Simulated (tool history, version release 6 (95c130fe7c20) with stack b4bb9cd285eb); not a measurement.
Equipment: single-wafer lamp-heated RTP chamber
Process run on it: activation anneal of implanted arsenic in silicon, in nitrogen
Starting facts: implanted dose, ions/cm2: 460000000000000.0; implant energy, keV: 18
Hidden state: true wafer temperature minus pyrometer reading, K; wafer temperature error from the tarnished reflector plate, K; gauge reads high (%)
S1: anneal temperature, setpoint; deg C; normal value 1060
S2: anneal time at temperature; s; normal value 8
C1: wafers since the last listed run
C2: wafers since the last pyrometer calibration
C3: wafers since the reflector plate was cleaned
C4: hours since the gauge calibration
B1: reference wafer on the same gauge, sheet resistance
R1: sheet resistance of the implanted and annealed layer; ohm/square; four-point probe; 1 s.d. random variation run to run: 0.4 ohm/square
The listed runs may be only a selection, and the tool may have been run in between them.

run	day	S1	S2	C1	C2	C3	C4	B1	R1
1	0	1060	8	0	3260	11986	409	256.18	214.95
2	0.871	1060	8	448	3709	12435	429.9	255.88	213.8
3	2.308	1060	8	741	4450	13176	464.4	256.14	213.48
# day 2.896: reflector plate cleaned
4	3.55	1060	8	468	4918	337	494.2	255.91	213.9
5	4.158	1060	8	313	5231	651	508.8	255.94	213.84
6	5.438	1060	5	659	5891	1310	539.5	256.02	217.78
7	6.838	1060	5	721	6613	2032	573.1	256.09	217.21
8	7.821	1060	5	506	7119	2539	596.7	256.07	217.24
9	9.083	1060	6	650	7770	3190	627	255.89	214.49
# day 9.925: pyrometer window cleaned and pyrometer calibrated
10	9.992	1060	6	296	35	3486	648.8	255.93	217.07
11	10.829	1060	8	431	467	3918	668.9	256.11	215.44
12	12.038	1060	8	622	1089	4541	697.9	256.03	214.63
13	13.512	1060	8	760	1850	5301	733.3	255.78	214.44
# day 13.721: gauge calibrated
14	14.288	1060	8	399	2249	5701	13.6	256.15	214.87
15	15.725	1049	8	741	2990	6442	48.1	256.28	216.68
16	18.521	1049	8	1441	4431	7883	115.2	256.06	216.06
17	19.912	1060	8	717	5149	8600	148.6	256.11	214.02
18	21.05	1044	6	586	5735	9187	175.9	255.92	219.01
19	22.792	1060	8	897	6633	10084	217.7	256.1	214.1
20	24.012	1033	10	629	7262	10714	247	256.01	215.79
21	24.708	1060	8	358	7621	11072	263.7	255.95	212.82
22	26.683	1060	10	1018	8639	12090	311.1	255.87	210.96
# day 27.221: pyrometer window cleaned and pyrometer calibrated
23	27.504	1060	12	251	146	12342	330.8	255.91	212.64
# day 28.492: reflector plate cleaned
24	28.512	1047	10	347	494	11	355	255.97	215.53
25	29.508	1060	8	513	1007	524	378.9	255.98	214.45
26	30.183	1051	8	347	1355	872	395.1	256.02	216.41
27	30.762	1086	8	298	1654	1170	409	255.99	210.24
28	31.958	1049	5	616	2270	1787	437.7	256.06	218.97
29	32.875	1060	10	472	2743	2259	459.7	256.18	213.32
30	35.262	1060	4	1230	3973	3490	517	255.83	218.81
31	36.588	1034	8	683	4656	4173	548.8	256.22	218.19
32	37.162	1085	8	296	4953	4469	562.6	256.12	209.45
33	37.758	1075	5	307	5260	4777	576.9	256.19	215.84
34	38.733	1060	8	502	5763	5279	600.3	255.95	214.01

Difference, measured minus no-hidden-state, one row per run. Run-to-run variation is common to both terms; the gauge's own scatter need not be:
run	R1
1	-1.24
2	-1.35
3	-1.54
4	-1.71
5	-1.79
6	-1.62
7	-1.77
8	-1.88
9	-2.19
10	-0.07
11	-0.19
12	-0.34
13	-0.53
14	-0.63
15	-0.71
16	-1.03
17	-1.36
18	-1.08
19	-1.75
20	-1.52
21	-2
22	-2.46
23	-0.35
24	-0.4
25	-0.56
26	-0.57
27	-0.84
28	-0.6
29	-1.08
30	-0.96
31	-1.06
32	-1.81
33	-1.54
34	-1.76
